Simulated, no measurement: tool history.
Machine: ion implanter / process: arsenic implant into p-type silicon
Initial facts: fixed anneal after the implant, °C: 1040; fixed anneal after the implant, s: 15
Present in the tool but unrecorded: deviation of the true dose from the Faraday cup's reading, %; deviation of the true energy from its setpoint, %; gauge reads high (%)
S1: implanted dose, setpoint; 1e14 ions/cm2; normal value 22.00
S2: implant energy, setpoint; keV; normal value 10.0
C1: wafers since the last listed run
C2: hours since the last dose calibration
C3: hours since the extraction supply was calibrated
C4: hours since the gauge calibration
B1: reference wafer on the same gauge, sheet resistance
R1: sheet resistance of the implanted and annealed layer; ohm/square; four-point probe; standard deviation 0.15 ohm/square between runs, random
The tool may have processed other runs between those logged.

{"run": 1, "hour": 0.0, "S1": 22.0, "S2": 10.0, "C1": 0, "C2": 475.0, "C3": 2405.3, "C4": 1575.7, "B1": 118.99, "R1": 102.51}
{"run": 2, "hour": 88.2, "S1": 22.0, "S2": 9.0, "C1": 1157, "C2": 563.2, "C3": 2493.5, "C4": 1663.9, "B1": 119.04, "R1": 103.61}
{"run": 3, "hour": 144.5, "S1": 22.0, "S2": 9.0, "C1": 739, "C2": 619.5, "C3": 2549.8, "C4": 1720.2, "B1": 119.01, "R1": 103.23}
{"run": 4, "hour": 227.1, "S1": 22.0, "S2": 9.0, "C1": 1084, "C2": 702.1, "C3": 2632.4, "C4": 1802.8, "B1": 118.98, "R1": 103.28}
{"run": 5, "hour": 299.9, "S1": 18.22, "S2": 10.0, "C1": 955, "C2": 774.9, "C3": 2705.2, "C4": 1875.6, "B1": 119.02, "R1": 106.99}
{"run": 6, "hour": 376.3, "S1": 18.22, "S2": 10.0, "C1": 1002, "C2": 851.3, "C3": 2781.6, "C4": 1952.0, "B1": 119.0, "R1": 106.92}
{"run": 7, "hour": 447.4, "S1": 18.22, "S2": 10.0, "C1": 933, "C2": 922.4, "C3": 2852.7, "C4": 2023.1, "B1": 119.01, "R1": 106.89}
{"run": 8, "hour": 632.2, "S1": 22.0, "S2": 10.0, "C1": 2426, "C2": 1107.2, "C3": 3037.5, "C4": 2207.9, "B1": 118.96, "R1": 102.16}
{"run": 9, "hour": 680.6, "S1": 22.0, "S2": 10.0, "C1": 635, "C2": 1155.6, "C3": 3085.9, "C4": 2256.3, "B1": 118.98, "R1": 102.15}
{"run": 10, "hour": 768.6, "S1": 25.99, "S2": 11.5, "C1": 1155, "C2": 1243.6, "C3": 3173.9, "C4": 2344.3, "B1": 118.97, "R1": 97.26}
{"run": 11, "hour": 848.5, "S1": 25.99, "S2": 11.5, "C1": 1048, "C2": 1323.5, "C3": 3253.8, "C4": 2424.2, "B1": 119.05, "R1": 97.16}
{"run": 12, "hour": 935.7, "S1": 25.99, "S2": 11.5, "C1": 1144, "C2": 1410.7, "C3": 3341.0, "C4": 2511.4, "B1": 118.98, "R1": 96.78}
{"run": 13, "hour": 1025.3, "S1": 18.2, "S2": 7.0, "C1": 1176, "C2": 1500.3, "C3": 3430.6, "C4": 2601.0, "B1": 119.0, "R1": 109.39}
{"hour": 1129.6, "done": "Faraday cup replaced and dose calibrated"}
{"hour": 1246.8, "done": "extraction supply calibrated"}
{"run": 14, "hour": 1279.9, "S1": 28.18, "S2": 8.0, "C1": 3132, "C2": 150.3, "C3": 33.1, "C4": 2855.6, "B1": 119.02, "R1": 99.64}
{"run": 15, "hour": 1344.6, "S1": 17.1, "S2": 7.0, "C1": 849, "C2": 215.0, "C3": 97.8, "C4": 2920.3, "B1": 118.98, "R1": 112.19}
{"run": 16, "hour": 1396.4, "S1": 22.0, "S2": 10.0, "C1": 680, "C2": 266.8, "C3": 149.6, "C4": 2972.1, "B1": 119.06, "R1": 102.4}
{"run": 17, "hour": 1434.7, "S1": 18.23, "S2": 10.0, "C1": 502, "C2": 305.1, "C3": 187.9, "C4": 3010.4, "B1": 118.97, "R1": 106.84}
{"run": 18, "hour": 1494.4, "S1": 19.42, "S2": 7.0, "C1": 783, "C2": 364.8, "C3": 247.6, "C4": 3070.1, "B1": 118.97, "R1": 108.74}
{"run": 19, "hour": 1581.6, "S1": 26.5, "S2": 10.0, "C1": 1144, "C2": 452.0, "C3": 334.8, "C4": 3157.3, "B1": 118.99, "R1": 98.7}
{"run": 20, "hour": 1659.5, "S1": 27.0, "S2": 8.5, "C1": 1022, "C2": 529.9, "C3": 412.7, "C4": 3235.2, "B1": 119.0, "R1": 99.74}
{"run": 21, "hour": 1723.4, "S1": 26.5, "S2": 10.0, "C1": 838, "C2": 593.8, "C3": 476.6, "C4": 3299.1, "B1": 119.0, "R1": 98.74}
{"run": 22, "hour": 1781.4, "S1": 19.72, "S2": 8.0, "C1": 761, "C2": 651.8, "C3": 534.6, "C4": 3357.1, "B1": 118.97, "R1": 106.84}
{"hour": 1792.0, "done": "gauge calibrated"}
{"run": 23, "hour": 1838.6, "S1": 27.57, "S2": 7.0, "C1": 750, "C2": 709.0, "C3": 591.8, "C4": 46.6, "B1": 119.02, "R1": 100.92}
{"run": 24, "hour": 1904.0, "S1": 22.0, "S2": 10.0, "C1": 858, "C2": 774.4, "C3": 657.2, "C4": 112.0, "B1": 118.98, "R1": 102.43}
{"run": 25, "hour": 1953.1, "S1": 28.35, "S2": 10.0, "C1": 644, "C2": 823.5, "C3": 706.3, "C4": 161.1, "B1": 119.01, "R1": 97.38}
{"run": 26, "hour": 2102.4, "S1": 22.0, "S2": 11.0, "C1": 1960, "C2": 972.8, "C3": 855.6, "C4": 310.4, "B1": 118.99, "R1": 101.16}

Run 27 is up next; what results do you expect?
{"run": 27, "hour": 2190.0, "S1": 22.0, "S2": 13.0, "C1": 1150, "C2": 1060.4, "C3": 943.2, "C4": 398.0, "B1": "?", "R1": "?"}

Run 27 yielded B1 118.98, R1 98.61 ohm/square.
Were there no unlogged condition in the tool, this run, its random variation unchanged, would have produced R1 99.25 ohm/square.

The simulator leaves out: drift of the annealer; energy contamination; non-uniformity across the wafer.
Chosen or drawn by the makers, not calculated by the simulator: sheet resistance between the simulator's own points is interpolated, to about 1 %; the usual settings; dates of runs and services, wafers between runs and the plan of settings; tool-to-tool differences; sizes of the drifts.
